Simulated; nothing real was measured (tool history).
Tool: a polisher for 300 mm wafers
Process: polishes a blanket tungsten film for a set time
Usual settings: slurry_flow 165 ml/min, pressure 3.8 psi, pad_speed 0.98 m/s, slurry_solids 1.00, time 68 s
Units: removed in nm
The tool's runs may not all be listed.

run    hour  slurry_flow  pressure  pad_speed  slurry_solids  time  incoming thickness of the incoming film, nm  removed
  1     0.0          165       3.8       1.12           1.00    68                                       1585.2    399.6
       63.0  -- head pressure recalibrated
  2   106.7          165       3.8       0.98           1.00    68                                       1576.0    350.7
  3   183.4          165       3.8       0.98           1.00    68                                       1574.3    346.9
      226.7  -- worn pad replaced by a new one
      227.0  -- slurry tank refilled with fresh slurry and peroxide
  4   244.1          165       3.8       0.98           1.00    68                                       1573.3    335.7
      251.0  -- slurry nozzle cleaned
  5   331.8          165       3.8       0.98           1.00    68                                       1577.9    334.4
      346.0  -- slurry blender recalibrated
  6   543.8          165       3.8       0.98           1.00    68                                       1582.1    344.4
      606.3  -- worn pad replaced by a new one
  7   606.8          165       3.8       0.98           0.90    52                                       1586.6    252.7
      630.1  -- slurry tank refilled with fresh slurry and peroxide
  8   646.7          165       3.8       0.98           1.00    68                                       1570.6    336.3
  9   718.0          165       3.8       0.98           1.00    68                                       1581.2    327.8
      744.7  -- slurry blender recalibrated
 10   764.4          165       3.8       0.98           1.00    68                                       1565.5    358.0
 11   838.4          165       3.8       0.98           1.00    68                                       1572.3    352.2
 12   924.2          165       3.8       0.98           1.10    80                                       1550.3    428.5
      944.3  -- worn pad replaced by a new one
 13   973.4          165       3.8       0.98           1.00    68                                       1577.8    343.0
     1001.1  -- slurry tank refilled with fresh slurry and peroxide
 14  1030.8          165       3.8       0.98           1.00    68                                       1581.9    336.8
     1068.2  -- slurry blender recalibrated
     1142.5  -- slurry nozzle cleaned
     1322.5  -- worn pad replaced by a new one
 15  1345.3          165       3.4       0.98           1.00    68                                       1557.2    311.5
     1355.0  -- head pressure recalibrated
     1380.9  -- slurry tank refilled with fresh slurry and peroxide
 16  1434.3          165       3.8       0.98           0.75    68                                       1560.6    295.5
     1452.9  -- slurry blender recalibrated
 17  1501.5          205       4.9       0.86           1.25    68                                       1578.4    434.9
 18  1606.8          165       3.8       0.98           1.00    68                                       1597.2    345.3
 19  1656.4          195       3.8       0.98           1.00    68                                       1575.1    349.8
     1730.2  -- worn pad replaced by a new one
 20  1733.2          220       3.8       0.98           1.15    68                                       1559.2    370.6
 21  1781.4          165       3.8       0.98           1.00    68                                       1562.0    333.9
     1805.1  -- slurry tank refilled with fresh slurry and peroxide
 22  1869.0          165       3.8       0.98           1.00    83                                       1585.4    400.7

Forecast each of these 4 alternatives for the next run:
  A  1869.5          165       3.8       0.98           1.00    68                                       1572.8        ?
  B  1869.5          165       3.8       0.98           0.85    54                                       1572.8        ?
  C  1869.5          165       3.8       0.98           1.20    87                                       1572.8        ?
  D  1869.5          130       3.1       0.98           0.70    68                                       1572.8        ?

run  removed
  A    327.5
  B    245.8
  C    444.7
  D    240.2
Without the tool's hidden state the same runs would have given:
run  removed
  A    364.1
  B    272.6
  C    495.9
  D    265.3
